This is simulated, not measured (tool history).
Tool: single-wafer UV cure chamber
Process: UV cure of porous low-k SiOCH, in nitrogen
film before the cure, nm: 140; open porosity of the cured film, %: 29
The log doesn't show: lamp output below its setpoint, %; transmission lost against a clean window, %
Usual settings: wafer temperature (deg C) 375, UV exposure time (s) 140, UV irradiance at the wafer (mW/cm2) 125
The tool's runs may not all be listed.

run	day	wafer temperature (deg C)	UV exposure time (s)	UV irradiance at the wafer (mW/cm2)	wafers since the last listed run	hours since the UV bulbs were replaced	wafers since the quartz window was cleaned	loss of film thickness in the cure (%)
1	0.000	364	180	125	0	1264.4	4406	14.630
2	2.721	375	170	125	525	1329.7	4931	14.440
# day 5.525: quartz window cleaned
3	5.546	375	140	125	480	1397.5	4	14.820
4	7.108	375	140	125	301	1435.0	305	14.739
5	8.279	386	140	125	225	1463.1	531	14.883
6	10.529	386	140	125	434	1517.1	965	14.657
7	13.138	386	140	125	503	1579.7	1469	14.736
8	14.288	375	190	148	221	1607.3	1691	16.795
9	16.521	375	190	148	431	1660.9	2122	17.057
10	19.254	375	190	148	527	1726.5	2649	16.983
11	21.392	375	140	125	412	1777.8	3062	14.218
12	24.283	375	140	125	558	1847.2	3620	14.140
13	27.229	375	165	125	568	1917.9	4189	14.771
# day 28.604: quartz window cleaned
14	29.538	375	165	125	381	1973.3	180	15.439
# day 30.329: UV bulbs replaced
15	31.667	375	165	125	346	32.1	526	15.348
16	32.783	391	140	125	215	58.9	742	14.899
17	33.796	391	140	125	195	83.2	937	15.051
18	39.571	391	140	125	1114	221.8	2052	14.772
19	41.833	375	140	125	436	276.1	2489	14.233
20	48.388	375	140	125	1264	433.4	3754	13.920
21	51.133	375	170	125	529	499.3	4284	14.848
22	53.804	375	140	125	515	563.4	4799	13.381
23	55.762	392	190	96	377	610.4	5177	13.837
# day 57.092: quartz window cleaned
24	58.654	362	140	125	493	679.8	301	14.004
25	60.392	375	195	150	335	721.5	636	17.188
26	63.271	391	180	142	555	790.6	1192	17.088
27	65.450	386	140	125	420	842.9	1613	14.743
28	68.342	386	75	125	558	912.3	2171	11.073
29	69.958	375	185	139	312	951.1	2483	16.379
30	71.212	387	205	96	242	981.2	2725	15.142
31	73.517	375	185	98	444	1036.5	3170	14.246
32	75.250	370	175	156	334	1078.1	3504	16.326
33	78.029	375	140	125	536	1144.8	4041	13.631
34	80.104	375	190	148	400	1194.6	4441	16.286
35	81.400	367	140	125	250	1225.7	4691	13.172
# day 82.000: quartz window cleaned
36	82.908	375	140	125	226	1261.9	175	14.568
37	85.300	375	140	106	461	1319.3	637	13.688
38	86.812	360	140	148	291	1355.6	929	15.243

Forecast run 39:
39	88.175	375	190	148	262	1388.3	1192	?

Run 39 gave loss of film thickness in the cure (%) 17.304.
Without the tool's hidden state the same run would have given loss of film thickness in the cure (%) 17.397.

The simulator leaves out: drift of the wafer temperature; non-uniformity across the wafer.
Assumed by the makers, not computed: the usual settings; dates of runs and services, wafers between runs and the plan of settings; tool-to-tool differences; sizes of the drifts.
